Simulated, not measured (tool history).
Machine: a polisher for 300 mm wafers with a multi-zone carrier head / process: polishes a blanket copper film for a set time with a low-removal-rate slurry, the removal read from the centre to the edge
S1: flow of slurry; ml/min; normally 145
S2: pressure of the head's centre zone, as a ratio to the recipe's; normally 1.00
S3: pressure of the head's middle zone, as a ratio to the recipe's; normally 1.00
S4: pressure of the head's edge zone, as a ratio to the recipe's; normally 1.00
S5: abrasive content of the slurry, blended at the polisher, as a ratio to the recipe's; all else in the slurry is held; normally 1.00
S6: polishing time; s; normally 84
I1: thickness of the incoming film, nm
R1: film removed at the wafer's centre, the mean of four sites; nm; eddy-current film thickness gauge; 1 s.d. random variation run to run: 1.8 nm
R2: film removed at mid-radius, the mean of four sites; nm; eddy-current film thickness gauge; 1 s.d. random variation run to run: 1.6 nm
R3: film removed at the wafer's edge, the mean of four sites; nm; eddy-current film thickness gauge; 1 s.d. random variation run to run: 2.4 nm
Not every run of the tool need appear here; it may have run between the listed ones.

Run 1, day 0.000: usual settings but S2 1.04; I1 1114.8. Result: R1 222.5 nm, R2 198.2 nm, R3 199.7 nm.
Run 2, day 1.308: usual settings but S2 1.04; I1 1114.7. Result: R1 227.1 nm, R2 201.0 nm, R3 200.7 nm.
Run 3, day 2.692: usual settings but S6 74 s; I1 1133.0. Result: R1 189.0 nm, R2 176.9 nm, R3 176.2 nm.
Run 4, day 4.008: usual settings but S6 74 s; I1 1107.3. Result: R1 190.9 nm, R2 175.6 nm, R3 177.1 nm.
At day 4.683: carrier head's membrane replaced by a new one.
At day 5.092: slurry nozzle cleaned.
Run 5, day 5.112: usual settings but S5 1.25; I1 1118.9. Result: R1 222.1 nm, R2 201.9 nm, R3 201.9 nm.
At day 6.079: worn pad replaced by a new one.
Run 6, day 6.129: usual settings but S5 1.25; I1 1134.1. Result: R1 222.7 nm, R2 202.5 nm, R3 204.7 nm.
At day 6.892: edge zone pressure recalibrated.
Run 7, day 7.333: usual settings; I1 1121.3. Result: R1 220.6 nm, R2 195.6 nm, R3 202.3 nm.
Run 8, day 8.750: usual settings; I1 1112.6. Result: R1 220.1 nm, R2 196.6 nm, R3 199.4 nm.
Run 9, day 9.488: usual settings but S1 115 ml/min, S6 58 s; I1 1138.7. Result: R1 146.7 nm, R2 133.7 nm, R3 136.6 nm.
Run 10, day 10.492: usual settings; I1 1124.3. Result: R1 219.2 nm, R2 202.4 nm, R3 200.7 nm.
Run 11, day 11.117: usual settings but S3 1.09, S4 1.10, S6 106 s; I1 1122.3. Result: R1 274.7 nm, R2 270.4 nm, R3 261.9 nm.
Run 12, day 12.121: usual settings; I1 1121.3. Result: R1 225.1 nm, R2 195.7 nm, R3 198.8 nm.
At day 12.917: worn pad replaced by a new one.
At day 13.633: slurry nozzle cleaned.
Run 13, day 14.488: usual settings; I1 1114.4. Result: R1 228.3 nm, R2 197.4 nm, R3 201.8 nm.
Run 14, day 18.738: usual settings but S6 96 s; I1 1142.3. Result: R1 262.1 nm, R2 225.5 nm, R3 232.6 nm.
At day 20.121: centre zone pressure recalibrated.
Run 15, day 20.133: usual settings but S1 185 ml/min, S3 0.95, S5 0.70; I1 1119.4. Result: R1 196.0 nm, R2 188.1 nm, R3 196.8 nm.
At day 20.775: worn pad replaced by a new one.
Run 16, day 21.525: usual settings; I1 1130.9. Result: R1 197.5 nm, R2 198.1 nm, R3 201.5 nm.
At day 21.779: slurry nozzle cleaned.
Run 17, day 22.217: usual settings but S1 125 ml/min, S3 0.94, S4 1.06, S5 0.75; I1 1120.7. Result: R1 189.9 nm, R2 179.6 nm, R3 194.3 nm.
Run 18, day 23.058: usual settings but S3 0.91, S4 0.91, S5 1.10, S6 74 s; I1 1129.6. Result: R1 173.0 nm, R2 164.0 nm, R3 178.2 nm.
Run 19, day 26.579: usual settings; I1 1132.8. Result: R1 196.1 nm, R2 199.9 nm, R3 199.8 nm.
At day 27.558: worn pad replaced by a new one.
Run 20, day 27.762: usual settings but S1 185 ml/min, S2 0.91, S3 0.93, S5 0.75; I1 1107.0. Result: R1 178.5 nm, R2 186.6 nm, R3 197.0 nm.
Run 21, day 29.067: usual settings but S1 105 ml/min, S2 1.04, S4 1.04, S6 56 s; I1 1128.6. Result: R1 131.0 nm, R2 128.3 nm, R3 131.1 nm.

Alternative continuations, all from the tool just after run 21; predict every row:
Run A, day 29.083: usual settings but S1 125 ml/min; I1 1130.8. Result: R1 ?, R2 ?, R3 ?.
Run B, day 29.083: usual settings but S4 0.92, S5 0.85; I1 1130.8. Result: R1 ?, R2 ?, R3 ?.
Run C, day 29.083: usual settings but S5 0.85, S6 95 s; I1 1130.8. Result: R1 ?, R2 ?, R3 ?.
Run D, day 29.083: usual settings but S3 0.93, S5 0.80; I1 1130.8. Result: R1 ?, R2 ?, R3 ?.

run     R1     R2     R3
  A  194.6  195.2  201.2
  B  194.9  195.0  194.4
  C  220.4  220.6  226.2
  D  193.5  182.3  198.9
Without the tool's unlogged condition, the same runs would have read:
run     R1     R2     R3
  A  195.7  195.2  201.2
  B  196.0  195.0  194.4
  C  221.7  220.6  226.2
  D  194.6  182.3  198.9

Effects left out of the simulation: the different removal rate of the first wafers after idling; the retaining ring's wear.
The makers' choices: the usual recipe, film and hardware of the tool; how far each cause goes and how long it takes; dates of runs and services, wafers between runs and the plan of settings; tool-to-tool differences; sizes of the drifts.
